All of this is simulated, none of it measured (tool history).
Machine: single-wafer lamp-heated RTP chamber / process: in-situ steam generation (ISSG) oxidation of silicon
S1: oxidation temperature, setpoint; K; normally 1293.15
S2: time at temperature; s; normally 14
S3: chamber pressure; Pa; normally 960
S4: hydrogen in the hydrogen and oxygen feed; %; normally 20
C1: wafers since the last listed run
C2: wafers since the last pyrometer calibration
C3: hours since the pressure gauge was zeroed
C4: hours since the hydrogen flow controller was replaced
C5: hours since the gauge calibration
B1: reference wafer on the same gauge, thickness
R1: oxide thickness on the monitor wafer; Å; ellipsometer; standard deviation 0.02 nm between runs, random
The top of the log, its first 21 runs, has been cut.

run    hour       S1  S2    S3  S4   C1    C2     C3     C4     C5     B1     R1
 22  1311.4  1305.15  14   960  20  344   782  174.6  327.4  153.7  4.346  47.68
 23  1374.6  1284.15  14   920  20  411  1193  237.8  390.6  216.9  4.348  43.19
 24  1442.6  1293.15  14   960  20  442  1636  305.8  458.6  284.9  4.349  44.95
 25  1542.4  1293.15  14  1133  13  649  2285  405.6  558.4  384.7  4.359  40.98
 26  1578.5  1280.15  17   920  11  234  2520  441.7  594.5  420.8  4.352  40.98
 27  1636.9  1299.15  10   960  20  379  2900  500.1  652.9  479.2  4.339  40.01
 28  1708.8  1293.15  14   960  20  467  3368    572  724.8  551.1  4.341  45.77
 29  1778.4  1293.15  14   960  27  452  3820  641.6  794.4  620.7  4.358  49.78
 30  1814.4  1284.15  14   960  20  234  4055  677.6  830.4  656.7  4.358  43.97

5 ways to go on from here, each from the tool as it stands after run 30. What would each give?
  A  1814.8  1281.15  14   960  20   2  4057  678  830.8  657.1   ?   ?
  B  1814.8  1293.15  14  1120  29   2  4057  678  830.8  657.1   ?   ?
  C  1814.8  1293.15  12   920  20   2  4057  678  830.8  657.1   ?   ?
  D  1814.8  1307.15  14  1040  20   2  4057  678  830.8  657.1   ?   ?
  E  1814.8  1293.15  14  1080  20   2  4057  678  830.8  657.1   ?   ?

run    B1     R1
  A  4.34  43.62
  B  4.34  50.39
  C  4.34  42.51
  D  4.34  48.94
  E  4.34  45.94
With no hidden state in the tool, these same runs would have given:
run     R1
  A  42.83
  B  49.41
  C  41.72
  D  47.89
  E  45.04

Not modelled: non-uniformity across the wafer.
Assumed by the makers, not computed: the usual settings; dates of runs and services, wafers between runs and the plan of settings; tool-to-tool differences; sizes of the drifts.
